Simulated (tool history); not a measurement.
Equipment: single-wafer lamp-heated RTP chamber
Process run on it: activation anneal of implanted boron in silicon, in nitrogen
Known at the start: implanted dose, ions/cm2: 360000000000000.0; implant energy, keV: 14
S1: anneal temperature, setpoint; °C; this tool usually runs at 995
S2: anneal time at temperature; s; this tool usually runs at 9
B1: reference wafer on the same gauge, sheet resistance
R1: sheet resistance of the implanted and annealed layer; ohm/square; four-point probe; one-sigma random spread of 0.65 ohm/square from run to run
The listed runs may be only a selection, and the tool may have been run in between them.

run 1 hour=0.0 | S1=995 S2=9 | B1=304.03 | R1=292.97
run 2 hour=44.0 | S1=995 S2=9 | B1=303.91 | R1=293.74
run 3 hour=106.9 | S1=995 S2=9 | B1=303.86 | R1=292.85
run 4 hour=166.5 | S1=995 S2=9 | B1=304.23 | R1=292.33
run 5 hour=200.0 | S1=995 S2=9 | B1=303.89 | R1=292.62
run 6 hour=260.9 | S1=995 S2=9 | B1=304.01 | R1=291.86
run 7 hour=325.2 | S1=995 S2=9 | B1=304.08 | R1=293.15
-- hour=366.9 pyrometer window cleaned and pyrometer calibrated
run 8 hour=507.4 | S1=995 S2=9 | B1=304.07 | R1=292.97
run 9 hour=571.8 | S1=995 S2=11 | B1=304.03 | R1=293.28
run 10 hour=598.2 | S1=995 S2=11 | B1=303.87 | R1=293.56
run 11 hour=643.2 | S1=995 S2=11 | B1=303.99 | R1=293.08
run 12 hour=672.2 | S1=995 S2=9 | B1=304.05 | R1=292.99
run 13 hour=737.6 | S1=995 S2=9 | B1=303.99 | R1=292.83
run 14 hour=776.9 | S1=995 S2=9 | B1=304.10 | R1=291.77
-- hour=794.5 pyrometer window cleaned and pyrometer calibrated
run 15 hour=816.3 | S1=1018 S2=9 | B1=304.06 | R1=289.95
run 16 hour=864.7 | S1=1018 S2=9 | B1=303.94 | R1=291.93
run 17 hour=931.0 | S1=1018 S2=9 | B1=304.19 | R1=290.13
run 18 hour=991.4 | S1=1019 S2=9 | B1=304.12 | R1=291.45
run 19 hour=1063.0 | S1=995 S2=9 | B1=304.01 | R1=293.11
run 20 hour=1112.2 | S1=995 S2=9 | B1=304.02 | R1=292.21
-- hour=1120.9 gauge calibrated
run 21 hour=1162.1 | S1=968 S2=13 | B1=303.98 | R1=299.68
run 22 hour=1199.1 | S1=1004 S2=6 | B1=303.90 | R1=291.17
run 23 hour=1224.7 | S1=1008 S2=6 | B1=303.98 | R1=291.23

What will run 24 give?
-- hour=1244.6 pyrometer window cleaned and pyrometer calibrated
run 24 hour=1259.7 | S1=995 S2=13 | B1=? | R1=?

B1: 304.15
R1: 293.80 ohm/square
If the tool had no hidden condition, the same run with the same run-to-run variation would have returned R1 297.16 ohm/square.
